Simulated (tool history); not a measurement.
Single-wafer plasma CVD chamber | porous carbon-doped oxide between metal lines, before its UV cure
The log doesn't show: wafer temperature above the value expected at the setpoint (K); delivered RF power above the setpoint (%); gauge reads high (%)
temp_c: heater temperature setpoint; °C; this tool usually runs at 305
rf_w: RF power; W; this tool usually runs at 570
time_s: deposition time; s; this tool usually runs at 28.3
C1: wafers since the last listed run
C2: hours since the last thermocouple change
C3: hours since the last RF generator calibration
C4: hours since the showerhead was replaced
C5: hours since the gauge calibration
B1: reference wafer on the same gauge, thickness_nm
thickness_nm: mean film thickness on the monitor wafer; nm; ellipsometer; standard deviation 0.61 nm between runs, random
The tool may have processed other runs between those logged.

Run 1, day 0: usual settings; C1 0; C2 1427.5; C3 1363.4; C4 5980.8; C5 353; B1 156.955. Result: thickness_nm 177.171 nm.
Run 2, day 2.333: usual settings; C1 816; C2 1483.5; C3 1419.4; C4 6036.8; C5 409; B1 156.85. Result: thickness_nm 177.679 nm.
Run 3, day 4.812: usual settings; C1 867; C2 1543; C3 1478.9; C4 6096.3; C5 468.5; B1 156.864. Result: thickness_nm 176.65 nm.
At day 4.821: gauge calibrated.
Run 4, day 7.621: usual settings; C1 982; C2 1610.4; C3 1546.3; C4 6163.7; C5 67.2; B1 156.929. Result: thickness_nm 175.762 nm.
Run 5, day 9.058: usual settings but rf_w 615 W; C1 503; C2 1644.9; C3 1580.8; C4 6198.2; C5 101.7; B1 157.036. Result: thickness_nm 185.25 nm.
Run 6, day 11.092: usual settings but rf_w 615 W; C1 711; C2 1693.7; C3 1629.6; C4 6247; C5 150.5; B1 156.99. Result: thickness_nm 184.617 nm.
Run 7, day 12.842: usual settings; C1 612; C2 1735.7; C3 1671.6; C4 6289; C5 192.5; B1 156.895. Result: thickness_nm 173.809 nm.
At day 13.588: RF generator calibrated.
Run 8, day 14.404: usual settings but time_s 30.2 s; C1 430; C2 1773.2; C3 19.6; C4 6326.5; C5 230; B1 156.985. Result: thickness_nm 198.431 nm.
At day 15.362: showerhead replaced.
Run 9, day 15.458: usual settings but temp_c 313 °C, rf_w 620 W, time_s 26.1 s; C1 252; C2 1798.5; C3 44.9; C4 2.3; C5 255.3; B1 156.911. Result: thickness_nm 176.304 nm.
Run 10, day 17.967: usual settings but temp_c 301 °C, time_s 22.6 s; C1 877; C2 1858.7; C3 105.1; C4 62.5; C5 315.5; B1 156.906. Result: thickness_nm 152.113 nm.
Run 11, day 20.904: usual settings but rf_w 680 W, time_s 25.7 s; C1 1028; C2 1929.2; C3 175.6; C4 133; C5 386; B1 156.973. Result: thickness_nm 193.946 nm.
At day 21.033: gauge calibrated.
At day 21.592: thermocouple changed; heater temperature recalibrated.
Run 12, day 22: usual settings; C1 266; C2 9.8; C3 201.9; C4 159.3; C5 23.2; B1 156.927. Result: thickness_nm 185.44 nm.

Forecast run 13:
Run 13, day 23.542: usual settings but time_s 31.1 s; C1 539; C2 46.8; C3 238.9; C4 196.3; C5 60.2; B1 ?. Result: thickness_nm ?.

{"run 13": {"B1": 157.011, "thickness_nm": 203.253}}
With no hidden state in the tool, this same run would have given thickness_nm 203.967 nm.
